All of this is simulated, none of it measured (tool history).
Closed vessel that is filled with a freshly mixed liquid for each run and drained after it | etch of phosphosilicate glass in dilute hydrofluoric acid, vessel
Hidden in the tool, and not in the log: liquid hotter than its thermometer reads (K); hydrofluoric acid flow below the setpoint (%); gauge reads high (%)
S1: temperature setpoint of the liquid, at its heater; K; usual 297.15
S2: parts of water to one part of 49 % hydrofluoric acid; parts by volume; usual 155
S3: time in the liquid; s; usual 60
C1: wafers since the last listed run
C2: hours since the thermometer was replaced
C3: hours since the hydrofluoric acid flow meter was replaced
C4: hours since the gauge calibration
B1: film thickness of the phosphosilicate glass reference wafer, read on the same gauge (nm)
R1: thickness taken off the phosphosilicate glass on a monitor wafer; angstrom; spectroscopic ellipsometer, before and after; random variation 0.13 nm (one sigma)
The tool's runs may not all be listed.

run,hour,S1,S2,S3,C1,C2,C3,C4,B1,R1
1,0.0,295.65,155,60,0,672.3,2547.0,82.5,129.99,201.4
2,7.6,297.15,155,45,870,679.9,2554.6,90.1,130.01,159.8
3,25.4,297.15,155,45,2039,697.7,2572.4,107.9,129.97,159.7
4,42.4,297.15,155,45,1947,714.7,2589.4,124.9,129.99,161.8
5,57.8,297.15,155,85,1764,730.1,2604.8,140.3,129.98,297.9
# hour 61.1: gauge calibrated
# hour 68.0: thermometer replaced
6,71.8,297.15,155,85,1489,3.8,2618.8,10.7,130.02,300.6
7,79.3,297.15,155,85,859,11.3,2626.3,18.2,130.01,303.4
8,95.9,297.15,120,60,1902,27.9,2642.9,34.8,130.03,288.3
9,106.2,297.15,90,90,1180,38.2,2653.2,45.1,130.02,596.4
10,121.1,297.15,155,60,1707,53.1,2668.1,60.0,129.99,215.1
11,133.1,298.65,235,80,1375,65.1,2680.1,72.0,130.02,181.2
# hour 147.9: hydrofluoric acid flow meter replaced
12,149.0,297.15,120,60,1707,81.0,1.1,87.9,129.99,288.9
13,160.5,299.65,85,75,1317,92.5,12.6,99.4,129.99,582.8
14,173.9,297.15,200,60,1535,105.9,26.0,112.8,129.99,157.7
15,185.7,299.65,220,45,1352,117.7,37.8,124.6,130.00,114.3
# hour 190.3: gauge calibrated
16,202.5,297.15,155,30,1925,134.5,54.6,12.2,130.00,106.8

3 ways to go on from here, each from the tool as it stands after run 16. What would each give?
A,203.2,297.15,155,60,80,135.2,55.3,12.9,?,?
B,203.2,299.15,235,60,80,135.2,55.3,12.9,?,?
C,203.2,294.65,125,40,80,135.2,55.3,12.9,?,?

run,B1,R1
A,129.99,212.0
B,129.99,137.7
C,129.99,164.4
Without the tool's hidden state the same runs would have given:
run,R1
A,212.0
B,137.7
C,164.4

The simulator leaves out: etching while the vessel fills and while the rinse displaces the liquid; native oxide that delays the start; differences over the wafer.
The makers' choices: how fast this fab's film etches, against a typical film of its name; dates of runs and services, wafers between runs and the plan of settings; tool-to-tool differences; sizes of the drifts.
